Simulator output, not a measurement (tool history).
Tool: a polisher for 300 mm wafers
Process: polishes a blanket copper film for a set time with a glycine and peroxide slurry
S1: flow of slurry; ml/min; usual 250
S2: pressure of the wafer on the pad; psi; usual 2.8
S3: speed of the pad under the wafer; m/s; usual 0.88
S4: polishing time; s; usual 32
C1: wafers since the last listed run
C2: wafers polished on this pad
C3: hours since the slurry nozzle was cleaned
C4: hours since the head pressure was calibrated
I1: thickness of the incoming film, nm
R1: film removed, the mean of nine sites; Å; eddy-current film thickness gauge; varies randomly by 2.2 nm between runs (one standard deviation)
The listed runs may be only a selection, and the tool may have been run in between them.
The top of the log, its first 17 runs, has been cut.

run,hour,S1,S2,S3,S4,C1,C2,C3,C4,I1,R1
18,937.3,250,2.8,0.88,32,319,4415,112.4,507.9,1596.6,1370
19,972.5,170,2.8,0.88,23,432,4848,147.6,543.1,1610.1,928
20,1009.6,250,1.9,0.88,32,456,5304,184.7,580.2,1633.1,1047
21,1047.0,335,2.8,0.88,32,459,5764,222.1,617.6,1615.0,1423
# hour 1062.1: head pressure recalibrated
22,1072.2,250,2.8,0.88,28,285,6049,247.3,10.1,1626.0,1207
# hour 1090.0: worn pad replaced by a new one
23,1123.7,200,1.9,0.74,32,583,414,298.8,61.6,1590.3,871
24,1175.0,220,2.4,0.72,32,630,1044,350.1,112.9,1610.1,996
25,1248.0,250,2.8,0.88,32,897,1942,423.1,185.9,1625.1,1297
26,1272.0,250,3.6,0.74,24,295,2237,447.1,209.9,1608.2,1019
# hour 1294.9: slurry nozzle cleaned
27,1383.4,180,2.8,0.88,32,1357,3594,88.5,321.3,1593.0,1290
28,1483.3,250,2.8,0.88,32,1228,4823,188.4,421.2,1616.1,1383
29,1543.5,250,2.8,0.88,32,740,5563,248.6,481.4,1623.9,1360
# hour 1565.6: worn pad replaced by a new one
30,1590.5,305,2.1,1.10,24,528,305,295.6,528.4,1622.5,1012
31,1624.5,250,3.5,0.88,32,418,723,329.6,562.4,1606.6,1655
# hour 1642.3: head pressure recalibrated
32,1696.2,250,2.8,0.62,29,856,1580,401.3,53.9,1640.7,941
# hour 1735.8: slurry nozzle cleaned
33,1760.3,300,2.8,0.88,28,775,2356,24.5,118.0,1591.5,1297
34,1784.4,250,2.8,0.88,32,296,2652,48.6,142.1,1629.6,1433
35,1809.3,215,2.0,1.02,29,306,2959,73.5,167.0,1622.9,1127
36,1842.9,250,3.6,0.66,32,413,3372,107.1,200.6,1602.8,1360
37,1909.9,250,2.8,0.88,32,823,4195,174.1,267.6,1613.3,1370

Consider 4 possible next runs. They are alternatives, not a sequence: every one starts from the tool as it was left by run 37. What does each give?
A,1910.3,250,2.8,0.88,37,4,4200,174.5,268.0,1622.6,?
B,1910.3,250,2.2,0.62,39,4,4200,174.5,268.0,1622.6,?
C,1910.3,200,2.8,0.72,25,4,4200,174.5,268.0,1622.6,?
D,1910.3,250,2.4,0.88,27,4,4200,174.5,268.0,1622.6,?

run,R1
A,1586
B,1097
C,881
D,1036
With the hidden condition removed and each run's random variation left untouched, the same runs would have given:
run,R1
A,1663
B,1150
C,935
D,1086
